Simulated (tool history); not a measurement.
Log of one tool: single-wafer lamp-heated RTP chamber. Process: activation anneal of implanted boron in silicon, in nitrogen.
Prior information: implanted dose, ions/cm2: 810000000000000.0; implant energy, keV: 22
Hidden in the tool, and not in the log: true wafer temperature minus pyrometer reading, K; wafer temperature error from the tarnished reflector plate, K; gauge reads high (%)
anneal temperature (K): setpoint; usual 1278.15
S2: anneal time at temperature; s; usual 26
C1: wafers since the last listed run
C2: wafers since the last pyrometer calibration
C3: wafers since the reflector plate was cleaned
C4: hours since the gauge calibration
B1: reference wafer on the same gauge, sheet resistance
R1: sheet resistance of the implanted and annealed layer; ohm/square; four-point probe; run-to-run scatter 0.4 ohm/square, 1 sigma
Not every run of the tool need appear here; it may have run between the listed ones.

run 1 hour=0 | anneal_temperature_(K)=1278.15 S2=26 | C1=0 C2=7067 C3=5097 C4=144.2 | B1=120.09 | R1=147.97
-- hour=25.2 pyrometer window cleaned and pyrometer calibrated
run 2 hour=34.4 | anneal_temperature_(K)=1255.15 S2=17 | C1=311 C2=108 C3=5409 C4=178.6 | B1=120.08 | R1=161.41
run 3 hour=51.4 | anneal_temperature_(K)=1255.15 S2=17 | C1=200 C2=309 C3=5610 C4=195.6 | B1=120.03 | R1=160.37
run 4 hour=70.1 | anneal_temperature_(K)=1278.15 S2=26 | C1=220 C2=529 C3=5830 C4=214.3 | B1=119.98 | R1=149.28
run 5 hour=97.8 | anneal_temperature_(K)=1278.15 S2=16 | C1=327 C2=857 C3=6158 C4=242 | B1=120.05 | R1=150.61
run 6 hour=128.7 | anneal_temperature_(K)=1278.15 S2=26 | C1=364 C2=1221 C3=6522 C4=272.9 | B1=120.01 | R1=148.7
run 7 hour=140.9 | anneal_temperature_(K)=1278.15 S2=26 | C1=144 C2=1366 C3=6667 C4=285.1 | B1=119.93 | R1=148.91
run 8 hour=168.8 | anneal_temperature_(K)=1271.15 S2=26 | C1=329 C2=1695 C3=6996 C4=313 | B1=120.02 | R1=149.98
run 9 hour=186.8 | anneal_temperature_(K)=1271.15 S2=26 | C1=212 C2=1908 C3=7209 C4=331 | B1=119.96 | R1=150.27
run 10 hour=210.8 | anneal_temperature_(K)=1268.15 S2=26 | C1=283 C2=2191 C3=7492 C4=355 | B1=119.97 | R1=150.98
run 11 hour=236.8 | anneal_temperature_(K)=1278.15 S2=26 | C1=307 C2=2498 C3=7799 C4=381 | B1=120.06 | R1=148.69
run 12 hour=264.3 | anneal_temperature_(K)=1278.15 S2=26 | C1=324 C2=2823 C3=8124 C4=408.5 | B1=119.98 | R1=148.98
run 13 hour=297.5 | anneal_temperature_(K)=1278.15 S2=31 | C1=392 C2=3215 C3=8516 C4=441.7 | B1=119.96 | R1=148.19
run 14 hour=314.9 | anneal_temperature_(K)=1278.15 S2=31 | C1=205 C2=3420 C3=8721 C4=459.1 | B1=119.99 | R1=148.08
run 15 hour=334.3 | anneal_temperature_(K)=1296.15 S2=26 | C1=229 C2=3650 C3=8950 C4=478.5 | B1=120.07 | R1=146.36
run 16 hour=360.4 | anneal_temperature_(K)=1296.15 S2=26 | C1=308 C2=3958 C3=9259 C4=504.6 | B1=119.98 | R1=146.84
run 17 hour=374.1 | anneal_temperature_(K)=1296.15 S2=26 | C1=161 C2=4120 C3=9420 C4=518.3 | B1=120 | R1=146.72
run 18 hour=398.1 | anneal_temperature_(K)=1278.15 S2=20 | C1=283 C2=4403 C3=9704 C4=542.3 | B1=120.09 | R1=149
run 19 hour=428 | anneal_temperature_(K)=1262.15 S2=31 | C1=353 C2=4756 C3=10057 C4=572.2 | B1=120.02 | R1=151.29
run 20 hour=449.5 | anneal_temperature_(K)=1302.15 S2=26 | C1=253 C2=5010 C3=10311 C4=593.7 | B1=119.98 | R1=145.75
run 21 hour=469.8 | anneal_temperature_(K)=1269.15 S2=32 | C1=239 C2=5250 C3=10551 C4=614 | B1=120.02 | R1=149.93
run 22 hour=499.7 | anneal_temperature_(K)=1278.15 S2=26 | C1=353 C2=5603 C3=10904 C4=643.9 | B1=119.97 | R1=147.47
run 23 hour=517.5 | anneal_temperature_(K)=1294.15 S2=35 | C1=210 C2=5813 C3=11114 C4=661.7 | B1=120.02 | R1=146.46
-- hour=545.9 reflector plate cleaned
run 24 hour=546.4 | anneal_temperature_(K)=1302.15 S2=31 | C1=246 C2=6060 C3=6 C4=690.6 | B1=120.07 | R1=146.17
-- hour=555.2 gauge calibrated
run 25 hour=581.4 | anneal_temperature_(K)=1278.15 S2=18 | C1=413 C2=6473 C3=419 C4=26.2 | B1=119.96 | R1=148.02
run 26 hour=598.6 | anneal_temperature_(K)=1294.15 S2=39 | C1=203 C2=6676 C3=622 C4=43.4 | B1=120.02 | R1=145.84
-- hour=621 pyrometer window cleaned and pyrometer calibrated
run 27 hour=621.5 | anneal_temperature_(K)=1278.15 S2=26 | C1=175 C2=6 C3=798 C4=66.3 | B1=119.97 | R1=149.77
run 28 hour=646.4 | anneal_temperature_(K)=1278.15 S2=13 | C1=294 C2=300 C3=1092 C4=91.2 | B1=120.09 | R1=150.75
run 29 hour=681.7 | anneal_temperature_(K)=1254.15 S2=26 | C1=416 C2=717 C3=1509 C4=126.5 | B1=119.95 | R1=158.81
run 30 hour=708.9 | anneal_temperature_(K)=1278.15 S2=26 | C1=321 C2=1038 C3=1830 C4=153.7 | B1=119.9 | R1=149.24
run 31 hour=731.9 | anneal_temperature_(K)=1261.15 S2=21 | C1=271 C2=1309 C3=2102 C4=176.7 | B1=119.98 | R1=154.92
run 32 hour=764.7 | anneal_temperature_(K)=1278.15 S2=26 | C1=387 C2=1697 C3=2489 C4=209.5 | B1=120.04 | R1=148.59
run 33 hour=790.9 | anneal_temperature_(K)=1278.15 S2=26 | C1=309 C2=2006 C3=2799 C4=235.7 | B1=120.05 | R1=148.53
run 34 hour=806.3 | anneal_temperature_(K)=1302.15 S2=11 | C1=181 C2=2188 C3=2980 C4=251.1 | B1=120.07 | R1=146.87

For some of the steps in R1 from one run to the next: how much would appear even if the tool had no hidden state, given the settings, what came in and random variation, and how much remains for the hidden state plus any gauge scatter that the measured result and the result without hidden state don't share?
Run 1 -> 2: anneal temperature (K) 1278.15 -> 1255.15, S2 26 -> 17, pyrometer window cleaned and pyrometer calibrated. R1 +13.44 ohm/square: hidden state +1.75, all else +11.69.
Run 3 -> 4: anneal temperature (K) 1255.15 -> 1278.15, S2 17 -> 26. R1 -11.09 ohm/square: hidden state +0.25, all else -11.34.
Run 19 -> 20: anneal temperature (K) 1262.15 -> 1302.15, S2 31 -> 26. R1 -5.54 ohm/square: hidden state +2.18, all else -7.72.
Run 20 -> 21: anneal temperature (K) 1302.15 -> 1269.15, S2 26 -> 32. R1 +4.18 ohm/square: hidden state -1.59, all else +5.77.
Run 29 -> 30: anneal temperature (K) 1254.15 -> 1278.15. R1 -9.57 ohm/square: hidden state +0.51, all else -10.08.
